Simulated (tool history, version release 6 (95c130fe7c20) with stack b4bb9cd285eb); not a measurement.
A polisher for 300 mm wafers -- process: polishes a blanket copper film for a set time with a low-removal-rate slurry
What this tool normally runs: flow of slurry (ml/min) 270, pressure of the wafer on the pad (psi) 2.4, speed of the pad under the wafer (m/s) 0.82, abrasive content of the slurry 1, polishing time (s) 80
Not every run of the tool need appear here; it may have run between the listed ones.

| run | hour | flow of slurry (ml/min) | pressure of the wafer on the pad (psi) | speed of the pad under the wafer (m/s) | abrasive content of the slurry | polishing time (s) | wafers since the last listed run | wafers polished on this pad | hours since the slurry nozzle was cleaned | hours since the head pressure was calibrated | hours since the slurry blender was calibrated | incoming thickness of the incoming film, nm | film removed (nm) |
|---|---|---|---|---|---|---|---|---|---|---|---|---|---|
| 1 | 0 | 270 | 2.4 | 0.82 | 1 | 80 | 0 | 791 | 240.3 | 662.2 | 75.8 | 865 | 152.9 |
| 2 | 74 | 270 | 2.4 | 0.82 | 1 | 80 | 923 | 1715 | 314.3 | 736.2 | 149.8 | 851.1 | 153.2 |
|  | 126 | worn pad replaced by a new one |
|  | 128.3 | slurry blender recalibrated |
| 3 | 160 | 270 | 2.4 | 0.82 | 1 | 80 | 998 | 399 | 400.3 | 822.2 | 31.7 | 846.6 | 153.4 |
| 4 | 229.9 | 195 | 2.4 | 0.82 | 1.25 | 80 | 872 | 1271 | 470.2 | 892.1 | 101.6 | 856 | 158.9 |
| 5 | 306.8 | 195 | 2.4 | 0.82 | 1.25 | 80 | 959 | 2231 | 547.1 | 969 | 178.5 | 864.5 | 153.6 |
|  | 322.5 | worn pad replaced by a new one |
|  | 333.6 | head pressure recalibrated |
|  | 375.8 | slurry blender recalibrated |
| 6 | 394.2 | 195 | 2.4 | 0.82 | 1.25 | 80 | 990 | 845 | 634.5 | 60.6 | 18.4 | 868.2 | 159.1 |
| 7 | 477.4 | 270 | 2.4 | 0.82 | 1 | 80 | 1038 | 1883 | 717.7 | 143.8 | 101.6 | 853.1 | 156.3 |
|  | 478.6 | slurry nozzle cleaned |
|  | 551.6 | worn pad replaced by a new one |
| 8 | 552.1 | 270 | 2.4 | 0.82 | 1 | 80 | 869 | 5 | 73.5 | 218.5 | 176.3 | 865.2 | 151.4 |
|  | 563.4 | slurry blender recalibrated |
| 9 | 596.7 | 210 | 3 | 0.82 | 1 | 80 | 531 | 537 | 118.1 | 263.1 | 33.3 | 860.9 | 184.5 |
| 10 | 681.3 | 210 | 2.4 | 0.54 | 1.2 | 60 | 1055 | 1593 | 202.7 | 347.7 | 117.9 | 876 | 90.3 |
|  | 725.6 | worn pad replaced by a new one |
| 11 | 740 | 270 | 2.4 | 0.82 | 1 | 80 | 682 | 180 | 261.4 | 406.4 | 176.6 | 857.9 | 152.3 |
|  | 752.6 | slurry blender recalibrated |
| 12 | 846.7 | 270 | 2.4 | 0.92 | 0.9 | 71 | 1306 | 1486 | 368.1 | 513.1 | 94.1 | 874.2 | 145.4 |
| 13 | 893.1 | 270 | 2.4 | 0.92 | 1 | 80 | 579 | 2065 | 414.5 | 559.5 | 140.5 | 858.2 | 165 |
|  | 940.3 | slurry blender recalibrated |
|  | 947 | worn pad replaced by a new one |
| 14 | 947.5 | 270 | 2.7 | 0.82 | 1 | 99 | 604 | 6 | 468.9 | 613.9 | 7.2 | 872.6 | 211.3 |
| 15 | 1003 | 270 | 1.8 | 0.82 | 1.15 | 80 | 692 | 699 | 524.4 | 669.4 | 62.7 | 858.5 | 123.5 |

Consider 5 possible next runs. They are alternatives, not a sequence: every one starts from the tool as it was left by run 15. What does each give?
| A | 1003.4 | 270 | 2.8 | 0.82 | 1 | 80 | 4 | 704 | 524.8 | 669.8 | 63.1 | 860 | ? |
| B | 1003.4 | 270 | 2.4 | 1.1 | 1.2 | 53 | 4 | 704 | 524.8 | 669.8 | 63.1 | 860 | ? |
| C | 1003.4 | 270 | 3.1 | 0.68 | 1.1 | 104 | 4 | 704 | 524.8 | 669.8 | 63.1 | 860 | ? |
| D | 1003.4 | 270 | 2.4 | 0.82 | 1 | 88 | 4 | 704 | 524.8 | 669.8 | 63.1 | 860 | ? |
| E | 1003.4 | 360 | 2.8 | 0.7 | 0.75 | 80 | 4 | 704 | 524.8 | 669.8 | 63.1 | 860 | ? |

| run | film removed (nm) |
|---|---|
| A | 173.9 |
| B | 127.3 |
| C | 224.1 |
| D | 166.3 |
| E | 151.7 |
With the hidden condition removed and each run's random variation left untouched, the same runs would have given:
| run | film removed (nm) |
|---|---|
| A | 173.9 |
| B | 127.3 |
| C | 224.1 |
| D | 166.3 |
| E | 151.7 |

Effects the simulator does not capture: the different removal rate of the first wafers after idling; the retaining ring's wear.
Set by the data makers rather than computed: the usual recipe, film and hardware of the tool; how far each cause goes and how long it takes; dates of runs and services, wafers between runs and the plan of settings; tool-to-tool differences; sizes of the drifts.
